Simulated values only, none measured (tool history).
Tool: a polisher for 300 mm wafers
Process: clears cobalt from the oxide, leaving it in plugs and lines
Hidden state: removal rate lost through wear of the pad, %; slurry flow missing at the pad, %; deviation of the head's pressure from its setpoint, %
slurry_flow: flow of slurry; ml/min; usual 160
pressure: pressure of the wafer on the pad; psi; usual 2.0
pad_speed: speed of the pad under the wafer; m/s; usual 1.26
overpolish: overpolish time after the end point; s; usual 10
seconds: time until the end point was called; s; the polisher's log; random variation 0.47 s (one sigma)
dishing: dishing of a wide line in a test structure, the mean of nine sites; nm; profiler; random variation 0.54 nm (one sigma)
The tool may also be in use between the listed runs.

run,hour,slurry_flow,pressure,pad_speed,overpolish,wafers since the last listed run,wafers polished on this pad,hours since the slurry nozzle was cleaned,hours since the head pressure was calibrated,"incoming thickness of the incoming film, nm",seconds,dishing
1,0.0,160,2.0,1.04,5,0,509,612.6,664.0,231.4,54.0,15.5
2,12.4,160,2.0,1.26,10,179,688,625.0,676.4,227.6,48.4,28.4
3,28.3,160,2.0,1.26,10,230,919,640.9,692.3,230.8,49.9,27.1
# hour 38.7: worn pad replaced by a new one
4,39.2,160,2.0,1.26,10,100,7,651.8,703.2,229.0,45.6,29.3
5,49.1,160,2.0,1.26,10,143,151,661.7,713.1,234.8,47.3,30.1
6,56.4,160,2.0,1.26,10,105,257,669.0,720.4,230.4,45.7,28.0
7,70.8,160,2.0,1.26,6,208,466,683.4,734.8,233.4,47.4,19.6
8,79.8,160,2.0,1.26,10,130,597,692.4,743.8,233.1,48.6,28.5
9,90.3,160,2.0,1.26,10,152,749,702.9,754.3,230.5,49.7,27.9
# hour 106.2: slurry nozzle cleaned
10,107.9,160,2.0,1.26,10,240,990,1.7,771.9,230.3,50.2,27.4
11,118.3,125,2.0,1.26,10,150,1141,12.1,782.3,234.3,53.8,26.3
# hour 124.0: worn pad replaced by a new one
12,131.8,125,2.0,1.26,10,137,113,25.6,795.8,230.3,46.6,29.4
13,141.8,125,2.0,1.26,10,145,258,35.6,805.8,224.9,45.5,28.5
14,149.9,160,2.0,1.26,10,117,375,43.7,813.9,228.5,45.6,28.4
15,162.8,160,2.0,1.26,10,187,562,56.6,826.8,229.2,46.4,29.5
16,175.2,160,2.0,1.26,10,179,742,69.0,839.2,228.8,48.6,28.2
# hour 180.5: head pressure recalibrated
17,182.2,160,2.3,0.94,12,72,815,76.0,1.7,230.3,44.7,34.2
18,194.8,160,2.0,0.86,5,182,998,88.6,14.3,230.3,55.0,14.8
19,202.0,160,2.0,1.26,10,104,1102,95.8,21.5,225.6,44.1,29.4
20,210.1,160,2.0,1.12,16,117,1220,103.9,29.6,230.8,50.3,36.4
# hour 218.9: worn pad replaced by a new one
21,225.2,160,2.0,1.26,10,161,91,119.0,44.7,230.8,40.8,30.7
22,231.3,160,2.0,1.26,10,88,180,125.1,50.8,227.1,40.2,30.2
23,242.6,160,2.0,1.42,6,163,344,136.4,62.1,233.9,39.3,22.5
24,255.0,160,2.0,1.40,10,179,523,148.8,74.5,225.3,38.8,32.0
25,270.5,145,2.5,1.08,10,224,748,164.3,90.0,230.6,38.5,32.1
26,276.9,160,2.0,1.26,10,92,841,170.7,96.4,230.6,45.0,30.1
# hour 290.8: worn pad replaced by a new one
27,291.3,160,2.0,1.26,10,150,7,185.1,110.8,229.9,43.0,30.7
28,304.5,190,2.0,1.26,6,191,198,198.3,124.0,232.3,43.1,21.3
29,312.2,140,2.0,1.26,10,111,310,206.0,131.7,231.4,43.7,30.1
30,330.1,160,1.3,0.98,15,259,570,223.9,149.6,226.5,78.3,25.9
31,343.4,120,1.4,1.26,10,193,763,237.2,162.9,231.0,67.8,22.3
# hour 367.7: worn pad replaced by a new one
32,378.0,160,2.0,1.38,10,444,149,271.8,197.5,227.2,40.7,30.3
33,386.7,160,2.0,1.58,13,126,276,280.5,206.2,228.9,37.1,38.3
34,393.3,160,1.6,1.42,4,95,371,287.1,212.8,230.3,51.2,12.9

Measured less the same run without the tool's hidden state. The same run-to-run variation is in both; the gauge's scatter may not be:
run,seconds,dishing
1,+7.7,-2.1
2,+7.7,-3.2
3,+9.3,-3.8
4,+5.6,-2.4
5,+5.9,-2.6
6,+5.9,-2.5
7,+6.6,-2.4
8,+7.3,-3.0
9,+8.2,-3.3
10,+9.9,-4.2
11,+12.0,-4.6
12,+5.2,-2.2
13,+5.3,-2.3
14,+5.5,-2.4
15,+6.3,-2.8
16,+7.4,-3.0
17,+2.6,-1.1
18,+4.9,-1.2
19,+4.9,-2.3
20,+6.8,-2.7
21,+0.8,-0.4
22,+1.0,-0.5
23,+1.3,-0.6
24,+1.9,-1.0
25,+2.9,-1.5
26,+4.1,-1.8
27,+2.2,-1.0
28,+2.5,-1.0
29,+2.8,-1.3
30,+6.8,-1.6
31,+7.5,-1.9
32,+3.2,-1.5
33,+3.1,-1.5
34,+4.6,-1.0

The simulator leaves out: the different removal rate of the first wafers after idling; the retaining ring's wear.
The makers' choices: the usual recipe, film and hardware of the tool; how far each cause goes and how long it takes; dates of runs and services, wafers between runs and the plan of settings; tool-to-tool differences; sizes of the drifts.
